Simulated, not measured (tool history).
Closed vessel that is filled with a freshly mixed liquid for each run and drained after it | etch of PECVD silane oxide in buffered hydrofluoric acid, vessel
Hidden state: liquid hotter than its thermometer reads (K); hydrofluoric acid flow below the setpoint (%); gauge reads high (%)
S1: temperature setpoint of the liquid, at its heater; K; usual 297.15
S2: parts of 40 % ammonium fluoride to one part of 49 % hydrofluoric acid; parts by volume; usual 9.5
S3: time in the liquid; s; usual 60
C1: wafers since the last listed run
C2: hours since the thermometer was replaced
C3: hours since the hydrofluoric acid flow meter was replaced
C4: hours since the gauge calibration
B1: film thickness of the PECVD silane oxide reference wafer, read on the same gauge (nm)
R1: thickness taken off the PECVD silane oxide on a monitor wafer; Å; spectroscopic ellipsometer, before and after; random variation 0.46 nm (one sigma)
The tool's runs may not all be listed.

| run | hour | S1 | S2 | S3 | C1 | C2 | C3 | C4 | B1 | R1 |
|---|---|---|---|---|---|---|---|---|---|---|
| 1 | 0 | 297.15 | 9.5 | 60 | 0 | 606.2 | 1166.5 | 1863.4 | 59.95 | 1106.2 |
| 2 | 49.7 | 297.15 | 9.5 | 60 | 6327 | 655.9 | 1216.2 | 1913.1 | 59.98 | 1102.4 |
| 3 | 156.4 | 297.15 | 9.5 | 60 | 13585 | 762.6 | 1322.9 | 2019.8 | 60 | 1094.5 |
| 4 | 221 | 297.15 | 9.5 | 60 | 8225 | 827.2 | 1387.5 | 2084.4 | 59.97 | 1100.5 |
| 5 | 289.7 | 297.15 | 9.5 | 60 | 8747 | 895.9 | 1456.2 | 2153.1 | 60.01 | 1104.5 |
| 6 | 337.6 | 297.15 | 9.5 | 60 | 6098 | 943.8 | 1504.1 | 2201 | 59.99 | 1096.7 |
| 7 | 418.1 | 297.15 | 9.5 | 60 | 10249 | 1024.3 | 1584.6 | 2281.5 | 60.02 | 1093.4 |
| 8 | 501.7 | 297.15 | 9.5 | 60 | 10644 | 1107.9 | 1668.2 | 2365.1 | 60.02 | 1089.5 |
| 9 | 540.4 | 297.15 | 12.5 | 60 | 4927 | 1146.6 | 1706.9 | 2403.8 | 60.01 | 840.3 |
| 10 | 616.6 | 294.15 | 9.5 | 60 | 9702 | 1222.8 | 1783.1 | 2480 | 60 | 926.4 |
| 11 | 687.4 | 294.15 | 9.5 | 60 | 9014 | 1293.6 | 1853.9 | 2550.8 | 59.99 | 923.6 |
|  | 694.4 | hydrofluoric acid flow meter replaced |
| 12 | 735.6 | 294.15 | 9.5 | 60 | 6009 | 1341.8 | 41.2 | 2599 | 60.03 | 949.7 |
| 13 | 792 | 297.15 | 9.5 | 60 | 7181 | 1398.2 | 97.6 | 2655.4 | 60 | 1108.9 |
| 14 | 832.4 | 301.65 | 11.5 | 60 | 5143 | 1438.6 | 138 | 2695.8 | 59.97 | 1197.2 |
| 15 | 938.2 | 299.65 | 9.5 | 85 | 13470 | 1544.4 | 243.8 | 2801.6 | 60 | 1794 |
| 16 | 1007.3 | 297.15 | 9.5 | 60 | 8798 | 1613.5 | 312.9 | 2870.7 | 60.02 | 1114.1 |
| 17 | 1065.7 | 302.15 | 11 | 60 | 7435 | 1671.9 | 371.3 | 2929.1 | 60 | 1269.4 |
| 18 | 1305.4 | 297.15 | 9.5 | 60 | 30519 | 1911.6 | 611 | 3168.8 | 59.98 | 1108.7 |
| 19 | 1398.1 | 297.15 | 9.5 | 60 | 11802 | 2004.3 | 703.7 | 3261.5 | 60 | 1100.1 |
| 20 | 1506.8 | 297.15 | 11 | 35 | 13840 | 2113 | 812.4 | 3370.2 | 60 | 567.5 |
| 21 | 1567.7 | 294.65 | 6.5 | 85 | 7754 | 2173.9 | 873.3 | 3431.1 | 59.99 | 1970.4 |
|  | 1628.8 | thermometer replaced |
| 22 | 1657.3 | 300.65 | 11.5 | 60 | 11280 | 28.5 | 962.9 | 3520.7 | 60.05 | 1121.8 |
| 23 | 1727.3 | 293.65 | 10.5 | 95 | 8912 | 98.5 | 1032.9 | 3590.7 | 60.01 | 1310.7 |
| 24 | 1771.4 | 300.15 | 7.5 | 50 | 5614 | 142.6 | 1077 | 3634.8 | 59.99 | 1343.9 |
|  | 1831.5 | gauge calibrated |
| 25 | 1864.9 | 299.15 | 13 | 85 | 11904 | 236.1 | 1170.5 | 33.4 | 60.01 | 1288.2 |
| 26 | 1918.9 | 297.15 | 9.5 | 50 | 6875 | 290.1 | 1224.5 | 87.4 | 59.97 | 916.6 |
| 27 | 2131.6 | 301.15 | 9.5 | 60 | 27081 | 502.8 | 1437.2 | 300.1 | 60 | 1359 |
| 28 | 2207.5 | 297.15 | 9.5 | 60 | 9663 | 578.7 | 1513.1 | 376 | 59.99 | 1091.9 |
| 29 | 2293 | 297.15 | 9.5 | 60 | 10886 | 664.2 | 1598.6 | 461.5 | 59.97 | 1100.4 |
| 30 | 2388.3 | 301.15 | 11 | 80 | 12133 | 759.5 | 1693.9 | 556.8 | 59.99 | 1563.8 |
| 31 | 2479.7 | 293.15 | 11.5 | 50 | 11637 | 850.9 | 1785.3 | 648.2 | 60.02 | 610.6 |
| 32 | 2539.2 | 297.15 | 7 | 90 | 7575 | 910.4 | 1844.8 | 707.7 | 60.01 | 2189.1 |

Forecast each of these 4 alternatives for the next run:
| A | 2539.9 | 297.15 | 9.5 | 60 | 89 | 911.1 | 1845.5 | 708.4 | ? | ? |
| B | 2539.9 | 293.65 | 9.5 | 60 | 89 | 911.1 | 1845.5 | 708.4 | ? | ? |
| C | 2539.9 | 297.15 | 6.5 | 85 | 89 | 911.1 | 1845.5 | 708.4 | ? | ? |
| D | 2539.9 | 297.15 | 11.5 | 35 | 89 | 911.1 | 1845.5 | 708.4 | ? | ? |

| run | B1 | R1 |
|---|---|---|
| A | 60.01 | 1097.7 |
| B | 60.01 | 905 |
| C | 60.01 | 2233.2 |
| D | 60.01 | 534.5 |
Without the tool's hidden state the same runs would have given:
| run | R1 |
|---|---|
| A | 1122.2 |
| B | 925.2 |
| C | 2302.1 |
| D | 553.1 |
